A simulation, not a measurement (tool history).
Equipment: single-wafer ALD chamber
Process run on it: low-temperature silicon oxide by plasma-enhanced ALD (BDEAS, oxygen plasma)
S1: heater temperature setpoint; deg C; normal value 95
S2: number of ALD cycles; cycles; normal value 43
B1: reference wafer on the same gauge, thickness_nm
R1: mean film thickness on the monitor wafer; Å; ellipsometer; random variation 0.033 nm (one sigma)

Run 1, hour 0: usual settings; B1 5.02. Result: R1 57.38 Å.
Run 2, hour 7.7: usual settings but S2 45 cycles; B1 5.022. Result: R1 60.56 Å.
Run 3, hour 23.4: usual settings but S2 45 cycles; B1 5.028. Result: R1 60.83 Å.
Run 4, hour 31.8: usual settings but S2 45 cycles; B1 5.027. Result: R1 60.46 Å.
Run 5, hour 49.7: usual settings; B1 5.029. Result: R1 58.46 Å.
Run 6, hour 64.4: usual settings; B1 5.02. Result: R1 57.3 Å.
Run 7, hour 72.4: usual settings but S2 39 cycles; B1 5.036. Result: R1 52.1 Å.
Run 8, hour 85.8: usual settings but S2 39 cycles; B1 5.01. Result: R1 51.89 Å.
Run 9, hour 95: usual settings but S2 39 cycles; B1 5.014. Result: R1 52.45 Å.
At hour 106.7: thermocouple changed; heater temperature recalibrated.
Run 10, hour 112.1: usual settings; B1 5.024. Result: R1 57.74 Å.
At hour 114.2: gauge calibrated.
Run 11, hour 122: usual settings but S2 45 cycles; B1 5.012. Result: R1 60.69 Å.
Run 12, hour 153.5: usual settings but S1 100 deg C; B1 5.018. Result: R1 56.85 Å.

The next listed run, before its measurement:
Run 13, hour 168.7: usual settings but S1 109 deg C; B1 ?. Result: R1 ?.

{"run 13": {"B1": 5.021, "R1": 55.68}}
The same run, on a tool lacking any hidden state, would have yielded R1 55.68 Å.

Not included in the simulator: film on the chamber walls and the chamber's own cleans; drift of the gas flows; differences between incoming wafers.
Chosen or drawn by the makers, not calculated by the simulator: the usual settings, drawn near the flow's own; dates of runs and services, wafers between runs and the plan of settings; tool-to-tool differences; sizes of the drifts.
